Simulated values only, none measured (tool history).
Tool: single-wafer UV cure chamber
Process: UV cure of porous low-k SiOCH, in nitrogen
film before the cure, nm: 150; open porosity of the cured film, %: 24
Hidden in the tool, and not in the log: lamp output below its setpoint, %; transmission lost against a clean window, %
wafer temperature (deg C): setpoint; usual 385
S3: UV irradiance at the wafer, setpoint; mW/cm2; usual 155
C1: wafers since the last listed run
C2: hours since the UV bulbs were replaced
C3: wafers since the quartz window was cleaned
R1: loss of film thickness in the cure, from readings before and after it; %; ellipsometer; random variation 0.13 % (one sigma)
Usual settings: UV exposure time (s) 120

run 1 hour=0 | wafer_temperature_(deg_C)=385 UV_exposure_time_(s)=120 S3=155 | C1=0 C2=1825.5 C3=315 | R1=11.579
run 2 hour=15.2 | wafer_temperature_(deg_C)=385 UV_exposure_time_(s)=120 S3=155 | C1=168 C2=1840.7 C3=483 | R1=11.23
run 3 hour=27.7 | wafer_temperature_(deg_C)=385 UV_exposure_time_(s)=120 S3=155 | C1=138 C2=1853.2 C3=622 | R1=11.304
run 4 hour=39.7 | wafer_temperature_(deg_C)=385 UV_exposure_time_(s)=150 S3=155 | C1=132 C2=1865.2 C3=754 | R1=12.255
run 5 hour=53.8 | wafer_temperature_(deg_C)=385 UV_exposure_time_(s)=150 S3=155 | C1=155 C2=1879.3 C3=910 | R1=12.319
-- hour=63.8 quartz window cleaned
run 6 hour=69.4 | wafer_temperature_(deg_C)=385 UV_exposure_time_(s)=135 S3=155 | C1=84 C2=1894.9 C3=61 | R1=12.539
run 7 hour=99.5 | wafer_temperature_(deg_C)=385 UV_exposure_time_(s)=135 S3=155 | C1=332 C2=1925 C3=394 | R1=12.078
run 8 hour=128.9 | wafer_temperature_(deg_C)=385 UV_exposure_time_(s)=135 S3=155 | C1=324 C2=1954.4 C3=719 | R1=12.009
-- hour=151.4 quartz window cleaned
run 9 hour=156.6 | wafer_temperature_(deg_C)=395 UV_exposure_time_(s)=120 S3=155 | C1=217 C2=1982.1 C3=57 | R1=12.103
run 10 hour=181.2 | wafer_temperature_(deg_C)=385 UV_exposure_time_(s)=120 S3=155 | C1=271 C2=2006.7 C3=329 | R1=11.57
run 11 hour=201.6 | wafer_temperature_(deg_C)=385 UV_exposure_time_(s)=120 S3=155 | C1=225 C2=2027.1 C3=554 | R1=11.222
run 12 hour=228.4 | wafer_temperature_(deg_C)=385 UV_exposure_time_(s)=120 S3=155 | C1=296 C2=2053.9 C3=850 | R1=11.3
-- hour=248.8 quartz window cleaned
run 13 hour=249.3 | wafer_temperature_(deg_C)=385 UV_exposure_time_(s)=120 S3=123 | C1=142 C2=2074.8 C3=5 | R1=11.107
run 14 hour=265.6 | wafer_temperature_(deg_C)=385 UV_exposure_time_(s)=120 S3=155 | C1=180 C2=2091.1 C3=186 | R1=11.795
run 15 hour=301.4 | wafer_temperature_(deg_C)=368 UV_exposure_time_(s)=145 S3=155 | C1=395 C2=2126.9 C3=581 | R1=12.059
-- hour=316 UV bulbs replaced
run 16 hour=325.1 | wafer_temperature_(deg_C)=379 UV_exposure_time_(s)=120 S3=155 | C1=173 C2=9.1 C3=755 | R1=11.021
-- hour=333.6 quartz window cleaned
run 17 hour=350.3 | wafer_temperature_(deg_C)=377 UV_exposure_time_(s)=60 S3=144 | C1=190 C2=34.3 C3=184 | R1=8.148
run 18 hour=379.8 | wafer_temperature_(deg_C)=392 UV_exposure_time_(s)=120 S3=117 | C1=326 C2=63.8 C3=510 | R1=10.177
run 19 hour=415.8 | wafer_temperature_(deg_C)=370 UV_exposure_time_(s)=75 S3=133 | C1=397 C2=99.8 C3=908 | R1=8.107
-- hour=436.3 quartz window cleaned
run 20 hour=451.2 | wafer_temperature_(deg_C)=385 UV_exposure_time_(s)=120 S3=171 | C1=302 C2=135.2 C3=165 | R1=12.208

Forecast each of these 5 alternatives for the next run:
run A hour=451.6 | wafer_temperature_(deg_C)=385 UV_exposure_time_(s)=120 S3=155 | C1=4 C2=135.6 C3=169 | R1=?
run B hour=451.6 | wafer_temperature_(deg_C)=393 UV_exposure_time_(s)=55 S3=168 | C1=4 C2=135.6 C3=169 | R1=?
run C hour=451.6 | wafer_temperature_(deg_C)=396 UV_exposure_time_(s)=120 S3=122 | C1=4 C2=135.6 C3=169 | R1=?
run D hour=451.6 | wafer_temperature_(deg_C)=401 UV_exposure_time_(s)=60 S3=173 | C1=4 C2=135.6 C3=169 | R1=?
run E hour=451.6 | wafer_temperature_(deg_C)=370 UV_exposure_time_(s)=120 S3=185 | C1=4 C2=135.6 C3=169 | R1=?

run=A R1=11.915
run=B R1=8.823
run=C R1=10.988
run=D R1=9.489
run=E R1=12.47
Without the tool's hidden state the same runs would have given:
run=A R1=12.408
run=B R1=9.285
run=C R1=11.47
run=D R1=9.957
run=E R1=12.969

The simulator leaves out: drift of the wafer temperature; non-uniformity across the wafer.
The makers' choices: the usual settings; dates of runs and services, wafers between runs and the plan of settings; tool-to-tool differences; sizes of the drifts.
